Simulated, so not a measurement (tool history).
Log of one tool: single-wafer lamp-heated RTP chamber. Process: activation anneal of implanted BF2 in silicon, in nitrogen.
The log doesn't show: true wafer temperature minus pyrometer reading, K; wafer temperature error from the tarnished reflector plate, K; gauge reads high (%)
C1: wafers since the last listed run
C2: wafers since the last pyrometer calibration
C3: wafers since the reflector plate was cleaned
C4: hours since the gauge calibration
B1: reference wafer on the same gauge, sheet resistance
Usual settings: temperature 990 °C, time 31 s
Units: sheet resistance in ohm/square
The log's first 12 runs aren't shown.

{"run": 13, "day": 38.525, "temperature": 971, "time": 39, "C1": 1088, "C2": 7859, "C3": 11100, "C4": 1793.7, "B1": 198.94, "sheet resistance": 203.68}
{"day": 40.912, "done": "reflector plate cleaned"}
{"run": 14, "day": 40.933, "temperature": 990, "time": 31, "C1": 799, "C2": 8658, "C3": 8, "C4": 1851.5, "B1": 198.95, "sheet resistance": 182.36}
{"run": 15, "day": 43.979, "temperature": 990, "time": 16, "C1": 1173, "C2": 9832, "C3": 1182, "C4": 1924.6, "B1": 199.07, "sheet resistance": 199.82}
{"run": 16, "day": 46.729, "temperature": 990, "time": 16, "C1": 1059, "C2": 10892, "C3": 2242, "C4": 1990.6, "B1": 198.97, "sheet resistance": 199.36}
{"day": 47.858, "done": "pyrometer window cleaned and pyrometer calibrated"}
{"day": 48.7, "done": "gauge calibrated"}
{"run": 17, "day": 50.979, "temperature": 1010, "time": 38, "C1": 1509, "C2": 1202, "C3": 3751, "C4": 54.7, "B1": 199.04, "sheet resistance": 154.23}
{"run": 18, "day": 53.012, "temperature": 1008, "time": 20, "C1": 783, "C2": 1986, "C3": 4535, "C4": 103.5, "B1": 198.91, "sheet resistance": 171.47}
{"run": 19, "day": 55.875, "temperature": 961, "time": 41, "C1": 1103, "C2": 3089, "C3": 5638, "C4": 172.2, "B1": 198.92, "sheet resistance": 219.85}
{"run": 20, "day": 60.138, "temperature": 990, "time": 31, "C1": 1642, "C2": 4732, "C3": 7281, "C4": 274.5, "B1": 199.02, "sheet resistance": 182.01}
{"run": 21, "day": 64.117, "temperature": 1011, "time": 18, "C1": 1533, "C2": 6266, "C3": 8815, "C4": 370, "B1": 199.02, "sheet resistance": 170.82}
{"run": 22, "day": 66.154, "temperature": 1014, "time": 22, "C1": 785, "C2": 7051, "C3": 9600, "C4": 418.9, "B1": 199.09, "sheet resistance": 162.42}
{"run": 23, "day": 69.779, "temperature": 990, "time": 31, "C1": 1397, "C2": 8448, "C3": 10997, "C4": 505.9, "B1": 199.05, "sheet resistance": 182.73}
{"run": 24, "day": 72.179, "temperature": 990, "time": 31, "C1": 925, "C2": 9373, "C3": 11922, "C4": 563.5, "B1": 198.96, "sheet resistance": 182.94}
{"day": 72.612, "done": "reflector plate cleaned"}
{"run": 25, "day": 74.65, "temperature": 990, "time": 31, "C1": 823, "C2": 10197, "C3": 785, "C4": 622.8, "B1": 198.91, "sheet resistance": 182.7}
{"day": 75.517, "done": "pyrometer window cleaned and pyrometer calibrated"}
{"run": 26, "day": 78.288, "temperature": 973, "time": 46, "C1": 1273, "C2": 1068, "C3": 2058, "C4": 710.1, "B1": 199.01, "sheet resistance": 195.64}
{"run": 27, "day": 82.112, "temperature": 990, "time": 31, "C1": 1474, "C2": 2542, "C3": 3532, "C4": 801.9, "B1": 199.01, "sheet resistance": 182.8}
{"run": 28, "day": 83.65, "temperature": 975, "time": 23, "C1": 592, "C2": 3134, "C3": 4125, "C4": 838.8, "B1": 198.97, "sheet resistance": 212.07}
{"run": 29, "day": 87.083, "temperature": 966, "time": 46, "C1": 1323, "C2": 4458, "C3": 5448, "C4": 921.2, "B1": 198.96, "sheet resistance": 207.4}
{"run": 30, "day": 90.25, "temperature": 1006, "time": 31, "C1": 1220, "C2": 5678, "C3": 6669, "C4": 997.2, "B1": 198.98, "sheet resistance": 162.99}
{"run": 31, "day": 94.162, "temperature": 1010, "time": 36, "C1": 1507, "C2": 7186, "C3": 8177, "C4": 1091.1, "B1": 198.93, "sheet resistance": 155.18}
{"run": 32, "day": 97.842, "temperature": 990, "time": 31, "C1": 1418, "C2": 8604, "C3": 9595, "C4": 1179.4, "B1": 198.98, "sheet resistance": 182.53}
{"day": 100.008, "done": "reflector plate cleaned"}
{"run": 33, "day": 102.179, "temperature": 1008, "time": 20, "C1": 1543, "C2": 10148, "C3": 836, "C4": 1283.5, "B1": 199, "sheet resistance": 171.2}
{"day": 103.583, "done": "pyrometer window cleaned and pyrometer calibrated"}
{"run": 34, "day": 105.388, "temperature": 961, "time": 31, "C1": 1108, "C2": 695, "C3": 1944, "C4": 1360.5, "B1": 198.97, "sheet resistance": 227.92}
{"run": 35, "day": 108.254, "temperature": 976, "time": 42, "C1": 1104, "C2": 1799, "C3": 3049, "C4": 1429.3, "B1": 198.93, "sheet resistance": 193.99}

Forecast each of these 5 alternatives for the next run:
{"run": "A", "day": 108.271, "temperature": 1012, "time": 31, "C1": 6, "C2": 1806, "C3": 3055, "C4": 1429.7, "B1": "?", "sheet resistance": "?"}
{"run": "B", "day": 108.271, "temperature": 1018, "time": 23, "C1": 6, "C2": 1806, "C3": 3055, "C4": 1429.7, "B1": "?", "sheet resistance": "?"}
{"run": "C", "day": 108.271, "temperature": 1003, "time": 24, "C1": 6, "C2": 1806, "C3": 3055, "C4": 1429.7, "B1": "?", "sheet resistance": "?"}
{"run": "D", "day": 108.271, "temperature": 1013, "time": 22, "C1": 6, "C2": 1806, "C3": 3055, "C4": 1429.7, "B1": "?", "sheet resistance": "?"}
{"run": "E", "day": 108.271, "temperature": 975, "time": 22, "C1": 6, "C2": 1806, "C3": 3055, "C4": 1429.7, "B1": "?", "sheet resistance": "?"}

run=A B1=198.91 sheet_resistance=156.54
run=B B1=198.91 sheet_resistance=157.9
run=C B1=198.91 sheet_resistance=172.61
run=D B1=198.91 sheet_resistance=163.73
run=E B1=198.91 sheet_resistance=213.74
Without the tool's hidden state the same runs would have given:
run=A sheet_resistance=156.54
run=B sheet_resistance=157.9
run=C sheet_resistance=172.61
run=D sheet_resistance=163.73
run=E sheet_resistance=213.74
